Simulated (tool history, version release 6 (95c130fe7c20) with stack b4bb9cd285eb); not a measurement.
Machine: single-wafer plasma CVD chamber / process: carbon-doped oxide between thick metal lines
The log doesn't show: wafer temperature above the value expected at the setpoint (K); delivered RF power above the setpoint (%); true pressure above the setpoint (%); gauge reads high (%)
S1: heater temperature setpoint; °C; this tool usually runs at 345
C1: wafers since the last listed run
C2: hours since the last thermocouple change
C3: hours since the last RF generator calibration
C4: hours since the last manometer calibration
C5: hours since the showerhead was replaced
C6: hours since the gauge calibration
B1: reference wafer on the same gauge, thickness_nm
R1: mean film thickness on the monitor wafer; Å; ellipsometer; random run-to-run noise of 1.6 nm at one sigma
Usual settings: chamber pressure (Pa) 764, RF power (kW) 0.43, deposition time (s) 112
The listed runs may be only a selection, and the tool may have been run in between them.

{"run": 1, "hour": 0.0, "S1": 345, "chamber pressure (Pa)": 835, "RF power (kW)": 0.43, "deposition time (s)": 112, "C1": 0, "C2": 166.2, "C3": 1846, "C4": 59, "C5": 478.2, "C6": 3361.7, "B1": 618.37, "R1": 5080.53}
{"run": 2, "hour": 73.2, "S1": 345, "chamber pressure (Pa)": 764, "RF power (kW)": 0.43, "deposition time (s)": 124, "C1": 1210, "C2": 239.4, "C3": 1919.2, "C4": 132.2, "C5": 551.4, "C6": 3434.9, "B1": 617.462, "R1": 5580.11}
{"run": 3, "hour": 121.8, "S1": 345, "chamber pressure (Pa)": 764, "RF power (kW)": 0.43, "deposition time (s)": 124, "C1": 803, "C2": 288, "C3": 1967.8, "C4": 180.8, "C5": 600, "C6": 3483.5, "B1": 618.533, "R1": 5567.67}
{"run": 4, "hour": 197.8, "S1": 345, "chamber pressure (Pa)": 764, "RF power (kW)": 0.43, "deposition time (s)": 124, "C1": 1256, "C2": 364, "C3": 2043.8, "C4": 256.8, "C5": 676, "C6": 3559.5, "B1": 617.886, "R1": 5556.99}
{"run": 5, "hour": 253.0, "S1": 358, "chamber pressure (Pa)": 764, "RF power (kW)": 0.43, "deposition time (s)": 112, "C1": 912, "C2": 419.2, "C3": 2099, "C4": 312, "C5": 731.2, "C6": 3614.7, "B1": 617.608, "R1": 4838.17}
{"hour": 363.1, "done": "gauge calibrated"}
{"run": 6, "hour": 398.4, "S1": 345, "chamber pressure (Pa)": 619, "RF power (kW)": 0.365, "deposition time (s)": 112, "C1": 2404, "C2": 564.6, "C3": 2244.4, "C4": 457.4, "C5": 876.6, "C6": 35.3, "B1": 618.73, "R1": 4137.5}
{"run": 7, "hour": 475.2, "S1": 350, "chamber pressure (Pa)": 764, "RF power (kW)": 0.36, "deposition time (s)": 104, "C1": 1270, "C2": 641.4, "C3": 2321.2, "C4": 534.2, "C5": 953.4, "C6": 112.1, "B1": 617.7, "R1": 3809.99}
{"hour": 537.5, "done": "RF generator calibrated"}
{"run": 8, "hour": 572.8, "S1": 356, "chamber pressure (Pa)": 896, "RF power (kW)": 0.43, "deposition time (s)": 112, "C1": 1481, "C2": 739, "C3": 35.3, "C4": 631.8, "C5": 1051, "C6": 209.7, "B1": 617.907, "R1": 5067.02}
{"run": 9, "hour": 626.9, "S1": 337, "chamber pressure (Pa)": 764, "RF power (kW)": 0.465, "deposition time (s)": 112, "C1": 894, "C2": 793.1, "C3": 89.4, "C4": 685.9, "C5": 1105.1, "C6": 263.8, "B1": 618.583, "R1": 5677.31}
{"run": 10, "hour": 668.5, "S1": 334, "chamber pressure (Pa)": 884, "RF power (kW)": 0.43, "deposition time (s)": 122, "C1": 688, "C2": 834.7, "C3": 131, "C4": 727.5, "C5": 1146.7, "C6": 305.4, "B1": 617.534, "R1": 5905.77}
{"run": 11, "hour": 741.3, "S1": 345, "chamber pressure (Pa)": 764, "RF power (kW)": 0.43, "deposition time (s)": 112, "C1": 1204, "C2": 907.5, "C3": 203.8, "C4": 800.3, "C5": 1219.5, "C6": 378.2, "B1": 617.593, "R1": 5148.77}
{"run": 12, "hour": 786.0, "S1": 352, "chamber pressure (Pa)": 835, "RF power (kW)": 0.505, "deposition time (s)": 112, "C1": 739, "C2": 952.2, "C3": 248.5, "C4": 845, "C5": 1264.2, "C6": 422.9, "B1": 617.755, "R1": 5759.41}
{"run": 13, "hour": 890.9, "S1": 345, "chamber pressure (Pa)": 764, "RF power (kW)": 0.43, "deposition time (s)": 112, "C1": 1734, "C2": 1057.1, "C3": 353.4, "C4": 949.9, "C5": 1369.1, "C6": 527.8, "B1": 618.199, "R1": 5155.26}
{"run": 14, "hour": 969.9, "S1": 345, "chamber pressure (Pa)": 764, "RF power (kW)": 0.43, "deposition time (s)": 118, "C1": 1306, "C2": 1136.1, "C3": 432.4, "C4": 1028.9, "C5": 1448.1, "C6": 606.8, "B1": 617.5, "R1": 5381.73}
{"run": 15, "hour": 1067.6, "S1": 333, "chamber pressure (Pa)": 764, "RF power (kW)": 0.36, "deposition time (s)": 112, "C1": 1615, "C2": 1233.8, "C3": 530.1, "C4": 1126.6, "C5": 1545.8, "C6": 704.5, "B1": 617.753, "R1": 4442.85}
{"run": 16, "hour": 1120.8, "S1": 345, "chamber pressure (Pa)": 764, "RF power (kW)": 0.43, "deposition time (s)": 112, "C1": 879, "C2": 1287, "C3": 583.3, "C4": 1179.8, "C5": 1599, "C6": 757.7, "B1": 617.654, "R1": 5121.18}
{"run": 17, "hour": 1202.3, "S1": 345, "chamber pressure (Pa)": 764, "RF power (kW)": 0.43, "deposition time (s)": 93, "C1": 1347, "C2": 1368.5, "C3": 664.8, "C4": 1261.3, "C5": 1680.5, "C6": 839.2, "B1": 618.726, "R1": 4238.39}
{"run": 18, "hour": 1294.1, "S1": 349, "chamber pressure (Pa)": 673, "RF power (kW)": 0.43, "deposition time (s)": 104, "C1": 1518, "C2": 1460.3, "C3": 756.6, "C4": 1353.1, "C5": 1772.3, "C6": 931, "B1": 618.224, "R1": 4619.19}
{"run": 19, "hour": 1377.9, "S1": 345, "chamber pressure (Pa)": 925, "RF power (kW)": 0.51, "deposition time (s)": 93, "C1": 1385, "C2": 1544.1, "C3": 840.4, "C4": 1436.9, "C5": 1856.1, "C6": 1014.8, "B1": 618.195, "R1": 4959.42}
{"run": 20, "hour": 1424.1, "S1": 333, "chamber pressure (Pa)": 853, "RF power (kW)": 0.43, "deposition time (s)": 91, "C1": 764, "C2": 1590.3, "C3": 886.6, "C4": 1483.1, "C5": 1902.3, "C6": 1061, "B1": 618.132, "R1": 4320.92}
{"run": 21, "hour": 1526.8, "S1": 345, "chamber pressure (Pa)": 764, "RF power (kW)": 0.43, "deposition time (s)": 112, "C1": 1698, "C2": 1693, "C3": 989.3, "C4": 1585.8, "C5": 2005, "C6": 1163.7, "B1": 618.465, "R1": 5087.85}
{"run": 22, "hour": 1582.5, "S1": 336, "chamber pressure (Pa)": 764, "RF power (kW)": 0.36, "deposition time (s)": 96, "C1": 921, "C2": 1748.7, "C3": 1045, "C4": 1641.5, "C5": 2060.7, "C6": 1219.4, "B1": 618.096, "R1": 3742.38}
{"run": 23, "hour": 1674.8, "S1": 345, "chamber pressure (Pa)": 900, "RF power (kW)": 0.43, "deposition time (s)": 93, "C1": 1526, "C2": 1841, "C3": 1137.3, "C4": 1733.8, "C5": 2153, "C6": 1311.7, "B1": 618.337, "R1": 4272.77}
{"run": 24, "hour": 1730.0, "S1": 345, "chamber pressure (Pa)": 764, "RF power (kW)": 0.43, "deposition time (s)": 127, "C1": 912, "C2": 1896.2, "C3": 1192.5, "C4": 1789, "C5": 2208.2, "C6": 1366.9, "B1": 618.233, "R1": 5715.08}
{"run": 25, "hour": 1805.0, "S1": 345, "chamber pressure (Pa)": 764, "RF power (kW)": 0.43, "deposition time (s)": 112, "C1": 1240, "C2": 1971.2, "C3": 1267.5, "C4": 1864, "C5": 2283.2, "C6": 1441.9, "B1": 618.787, "R1": 5024.35}
{"run": 26, "hour": 1904.2, "S1": 353, "chamber pressure (Pa)": 764, "RF power (kW)": 0.395, "deposition time (s)": 112, "C1": 1640, "C2": 2070.4, "C3": 1366.7, "C4": 1963.2, "C5": 2382.4, "C6": 1541.1, "B1": 617.72, "R1": 4531.1}
{"run": 27, "hour": 1965.0, "S1": 345, "chamber pressure (Pa)": 764, "RF power (kW)": 0.43, "deposition time (s)": 112, "C1": 1005, "C2": 2131.2, "C3": 1427.5, "C4": 2024, "C5": 2443.2, "C6": 1601.9, "B1": 617.391, "R1": 5004.51}
{"hour": 1994.5, "done": "thermocouple changed; heater temperature recalibrated"}
{"run": 28, "hour": 2007.8, "S1": 345, "chamber pressure (Pa)": 880, "RF power (kW)": 0.43, "deposition time (s)": 112, "C1": 575, "C2": 13.3, "C3": 1470.3, "C4": 2066.8, "C5": 2486, "C6": 1644.7, "B1": 617.979, "R1": 5152.24}

What if the next run were any one of these 4? Each begins from the tool's condition after run 28:
{"run": "A", "hour": 2008.2, "S1": 338, "chamber pressure (Pa)": 764, "RF power (kW)": 0.43, "deposition time (s)": 112, "C1": 6, "C2": 13.7, "C3": 1470.7, "C4": 2067.2, "C5": 2486.4, "C6": 1645.1, "B1": "?", "R1": "?"}
{"run": "B", "hour": 2008.2, "S1": 333, "chamber pressure (Pa)": 935, "RF power (kW)": 0.38, "deposition time (s)": 127, "C1": 6, "C2": 13.7, "C3": 1470.7, "C4": 2067.2, "C5": 2486.4, "C6": 1645.1, "B1": "?", "R1": "?"}
{"run": "C", "hour": 2008.2, "S1": 355, "chamber pressure (Pa)": 591, "RF power (kW)": 0.43, "deposition time (s)": 91, "C1": 6, "C2": 13.7, "C3": 1470.7, "C4": 2067.2, "C5": 2486.4, "C6": 1645.1, "B1": "?", "R1": "?"}
{"run": "D", "hour": 2008.2, "S1": 331, "chamber pressure (Pa)": 620, "RF power (kW)": 0.43, "deposition time (s)": 118, "C1": 6, "C2": 13.7, "C3": 1470.7, "C4": 2067.2, "C5": 2486.4, "C6": 1645.1, "B1": "?", "R1": "?"}

run=A B1=618.193 R1=5224.41
run=B B1=618.193 R1=5431.06
run=C B1=618.193 R1=3920.95
run=D B1=618.193 R1=5505.08
Without the tool's hidden state the same runs would have given:
run=A R1=5312.08
run=B R1=5525.96
run=C R1=3985.33
run=D R1=5598.57

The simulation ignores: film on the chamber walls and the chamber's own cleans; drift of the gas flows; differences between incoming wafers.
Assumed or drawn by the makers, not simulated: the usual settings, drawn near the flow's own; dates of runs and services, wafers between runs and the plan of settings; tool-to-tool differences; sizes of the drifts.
